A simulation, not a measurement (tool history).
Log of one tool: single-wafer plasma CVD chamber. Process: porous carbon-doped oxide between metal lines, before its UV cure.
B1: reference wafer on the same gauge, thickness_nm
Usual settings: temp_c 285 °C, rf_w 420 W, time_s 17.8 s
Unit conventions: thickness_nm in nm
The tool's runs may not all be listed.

run 1 day=0.000 | temp_c=285 rf_w=420 time_s=17.8 | B1=101.117 | thickness_nm=91.744
run 2 day=2.008 | temp_c=285 rf_w=420 time_s=17.8 | B1=101.272 | thickness_nm=91.643
run 3 day=4.467 | temp_c=297 rf_w=420 time_s=17.8 | B1=101.247 | thickness_nm=83.998
run 4 day=5.896 | temp_c=297 rf_w=420 time_s=17.8 | B1=101.118 | thickness_nm=84.284
run 5 day=7.562 | temp_c=297 rf_w=420 time_s=17.8 | B1=101.289 | thickness_nm=83.507
run 6 day=9.383 | temp_c=289 rf_w=485 time_s=17.8 | B1=101.152 | thickness_nm=100.698
run 7 day=10.471 | temp_c=289 rf_w=485 time_s=17.8 | B1=101.268 | thickness_nm=100.825
run 8 day=13.254 | temp_c=277 rf_w=420 time_s=19.0 | B1=101.211 | thickness_nm=102.796
run 9 day=15.267 | temp_c=277 rf_w=420 time_s=19.0 | B1=101.209 | thickness_nm=102.711
run 10 day=18.050 | temp_c=285 rf_w=420 time_s=17.8 | B1=101.186 | thickness_nm=90.919
run 11 day=19.200 | temp_c=285 rf_w=420 time_s=17.8 | B1=101.034 | thickness_nm=90.833
run 12 day=21.667 | temp_c=285 rf_w=420 time_s=17.8 | B1=101.189 | thickness_nm=90.741
run 13 day=23.292 | temp_c=285 rf_w=420 time_s=17.8 | B1=101.228 | thickness_nm=90.995
run 14 day=24.688 | temp_c=285 rf_w=420 time_s=17.8 | B1=101.225 | thickness_nm=90.826
run 15 day=27.004 | temp_c=285 rf_w=420 time_s=17.8 | B1=101.110 | thickness_nm=90.889
run 16 day=28.067 | temp_c=285 rf_w=420 time_s=17.8 | B1=101.251 | thickness_nm=90.652
-- day=28.788 thermocouple changed; heater temperature recalibrated
run 17 day=29.596 | temp_c=285 rf_w=420 time_s=19.7 | B1=101.276 | thickness_nm=99.510
run 18 day=31.146 | temp_c=285 rf_w=420 time_s=17.8 | B1=101.252 | thickness_nm=90.649
-- day=33.154 gauge calibrated
run 19 day=33.575 | temp_c=298 rf_w=390 time_s=19.4 | B1=101.287 | thickness_nm=83.792
-- day=34.579 RF generator calibrated
run 20 day=35.888 | temp_c=285 rf_w=355 time_s=16.4 | B1=101.087 | thickness_nm=72.049
-- day=37.808 showerhead replaced
run 21 day=38.317 | temp_c=293 rf_w=340 time_s=17.8 | B1=101.138 | thickness_nm=70.264
run 22 day=40.117 | temp_c=285 rf_w=420 time_s=18.8 | B1=101.258 | thickness_nm=97.044
run 23 day=42.233 | temp_c=285 rf_w=455 time_s=17.8 | B1=101.130 | thickness_nm=98.959
run 24 day=43.504 | temp_c=285 rf_w=420 time_s=17.8 | B1=101.332 | thickness_nm=92.053
run 25 day=46.250 | temp_c=292 rf_w=465 time_s=21.1 | B1=101.284 | thickness_nm=112.868
run 26 day=47.375 | temp_c=285 rf_w=360 time_s=17.8 | B1=101.229 | thickness_nm=78.485
run 27 day=51.471 | temp_c=285 rf_w=485 time_s=15.8 | B1=101.213 | thickness_nm=92.496
run 28 day=54.096 | temp_c=285 rf_w=460 time_s=18.8 | B1=101.255 | thickness_nm=104.947
run 29 day=56.754 | temp_c=285 rf_w=420 time_s=15.7 | B1=101.179 | thickness_nm=81.129
run 30 day=58.967 | temp_c=300 rf_w=420 time_s=18.8 | B1=101.100 | thickness_nm=87.149
run 31 day=60.996 | temp_c=300 rf_w=465 time_s=16.3 | B1=101.265 | thickness_nm=83.260
run 32 day=62.583 | temp_c=300 rf_w=465 time_s=16.3 | B1=101.121 | thickness_nm=82.968
run 33 day=65.575 | temp_c=271 rf_w=385 time_s=17.8 | B1=101.145 | thickness_nm=93.221

Results per run with the tool's hidden condition removed, run-to-run variation unchanged:
Hidden state at play: wafer temperature above the value expected at the setpoint (K); delivered RF power above the setpoint (%); gauge reads high (%).
run=1 thickness_nm=92.365
run=2 thickness_nm=92.303
run=3 thickness_nm=84.647
run=4 thickness_nm=84.961
run=5 thickness_nm=84.208
run=6 thickness_nm=101.467
run=7 thickness_nm=101.614
run=8 thickness_nm=103.784
run=9 thickness_nm=103.743
run=10 thickness_nm=91.887
run=11 thickness_nm=91.823
run=12 thickness_nm=91.777
run=13 thickness_nm=92.066
run=14 thickness_nm=91.923
run=15 thickness_nm=92.032
run=16 thickness_nm=91.813
run=17 thickness_nm=100.818
run=18 thickness_nm=91.870
run=19 thickness_nm=85.006
run=20 thickness_nm=72.081
run=21 thickness_nm=70.333
run=22 thickness_nm=97.172
run=23 thickness_nm=99.112
run=24 thickness_nm=92.240
run=25 thickness_nm=113.125
run=26 thickness_nm=78.717
run=27 thickness_nm=92.796
run=28 thickness_nm=105.338
run=29 thickness_nm=81.523
run=30 thickness_nm=87.612
run=31 thickness_nm=83.676
run=32 thickness_nm=83.407
run=33 thickness_nm=93.870
